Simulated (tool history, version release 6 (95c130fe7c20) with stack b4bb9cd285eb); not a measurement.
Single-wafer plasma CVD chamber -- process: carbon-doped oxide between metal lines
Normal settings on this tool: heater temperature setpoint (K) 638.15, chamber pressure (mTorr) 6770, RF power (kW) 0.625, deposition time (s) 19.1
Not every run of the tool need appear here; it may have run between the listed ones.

run	hour	heater temperature setpoint (K)	chamber pressure (mTorr)	RF power (kW)	deposition time (s)	wafers since the last listed run	hours since the last thermocouple change	hours since the last RF generator calibration	hours since the last manometer calibration	hours since the showerhead was replaced	hours since the gauge calibration	read-back reference wafer on the same gauge, thickness_nm	mean film thickness on the monitor wafer (angstrom)
1	0.0	638.15	6100	0.625	19.1	0	2275.0	1528.6	1294.5	8090.5	1352.4	147.126	1175.28
# hour 17.8: capacitance manometer re-zeroed and calibrated
2	40.1	638.15	7830	0.625	19.1	1325	2315.1	1568.7	22.3	8130.6	1392.5	147.102	1209.06
3	82.0	638.15	7830	0.625	19.1	1729	2357.0	1610.6	64.2	8172.5	1434.4	146.800	1201.28
4	107.1	638.15	7830	0.625	19.1	1036	2382.1	1635.7	89.3	8197.6	1459.5	146.965	1200.14
5	133.5	649.15	6770	0.625	19.1	1089	2408.5	1662.1	115.7	8224.0	1485.9	147.009	1167.20
6	175.6	638.15	7650	0.625	19.1	1738	2450.6	1704.2	157.8	8266.1	1528.0	146.936	1191.49
7	216.4	638.15	6770	0.715	19.1	1684	2491.4	1745.0	198.6	8306.9	1568.8	147.119	1270.83
8	286.8	634.15	5280	0.520	20.3	2906	2561.8	1815.4	269.0	8377.3	1639.2	146.988	1105.54
9	333.6	638.15	6770	0.625	19.1	1932	2608.6	1862.2	315.8	8424.1	1686.0	146.993	1184.98
10	380.0	638.15	5840	0.515	19.1	1915	2655.0	1908.6	362.2	8470.5	1732.4	147.028	1060.14
11	405.1	638.15	5190	0.625	19.1	1036	2680.1	1933.7	387.3	8495.6	1757.5	147.047	1116.98
12	449.8	638.15	6770	0.625	21.1	1845	2724.8	1978.4	432.0	8540.3	1802.2	146.817	1311.16
13	479.9	638.15	6770	0.625	19.1	1242	2754.9	2008.5	462.1	8570.4	1832.3	147.111	1184.00
# hour 587.9: thermocouple changed; heater temperature recalibrated
14	591.8	625.15	7870	0.565	17.9	4289	3.9	2120.4	574.0	8682.3	1944.2	147.019	1110.54
# hour 608.3: gauge calibrated
15	630.0	638.15	6770	0.625	19.1	1577	42.1	2158.6	612.2	8720.5	21.7	146.879	1191.17
# hour 673.7: showerhead replaced
16	674.2	638.15	6770	0.545	21.4	1494	86.3	2202.8	656.4	0.5	65.9	146.821	1247.01
# hour 693.1: RF generator calibrated
17	725.6	638.15	6770	0.625	19.1	1791	137.7	32.5	707.8	51.9	117.3	147.070	1237.72
18	765.0	638.15	6770	0.625	19.1	1626	177.1	71.9	747.2	91.3	156.7	146.962	1232.47
19	797.3	638.15	6770	0.525	19.1	1333	209.4	104.2	779.5	123.6	189.0	147.081	1135.93
20	908.4	638.15	8450	0.735	22.9	4586	320.5	215.3	890.6	234.7	300.1	147.001	1617.68
21	941.2	638.15	6770	0.710	19.1	1354	353.3	248.1	923.4	267.5	332.9	147.074	1292.46
22	998.0	630.15	7410	0.625	19.1	2345	410.1	304.9	980.2	324.3	389.7	146.991	1260.99
23	1171.6	638.15	6770	0.545	19.1	7167	583.7	478.5	1153.8	497.9	563.3	146.746	1130.46
24	1242.5	638.15	8450	0.735	22.9	2927	654.6	549.4	1224.7	568.8	634.2	147.042	1611.19
25	1299.0	638.15	6770	0.625	19.1	2332	711.1	605.9	1281.2	625.3	690.7	146.961	1210.30
26	1421.7	630.15	6770	0.625	20.1	5065	833.8	728.6	1403.9	748.0	813.4	147.117	1292.58
# hour 1507.9: capacitance manometer re-zeroed and calibrated
27	1508.4	638.15	6770	0.590	22.2	3249	920.5	815.3	0.5	834.7	900.1	147.011	1363.93
28	1532.3	638.15	6770	0.625	19.1	986	944.4	839.2	24.4	858.6	924.0	146.920	1191.84

For each run, the measured value with the value that run would have given without the tool's hidden condition subtracted. The run-to-run variation is shared by both, the gauge scatter possibly not:
Hidden state present: wafer temperature above the value expected at the setpoint (K); delivered RF power above the setpoint (%); true pressure above the setpoint (%); gauge reads high (%).
run	mean film thickness on the monitor wafer (angstrom)
1	-45.69
2	-47.40
3	-47.49
4	-47.68
5	-46.61
6	-47.93
7	-50.38
8	-46.56
9	-48.85
10	-45.22
11	-46.49
12	-54.87
13	-49.72
14	-47.59
15	-50.80
16	-54.49
17	-2.56
18	-4.90
19	-6.41
20	-16.26
21	-14.64
22	-17.29
23	-22.24
24	-33.89
25	-27.84
26	-33.53
27	-37.90
28	-33.68

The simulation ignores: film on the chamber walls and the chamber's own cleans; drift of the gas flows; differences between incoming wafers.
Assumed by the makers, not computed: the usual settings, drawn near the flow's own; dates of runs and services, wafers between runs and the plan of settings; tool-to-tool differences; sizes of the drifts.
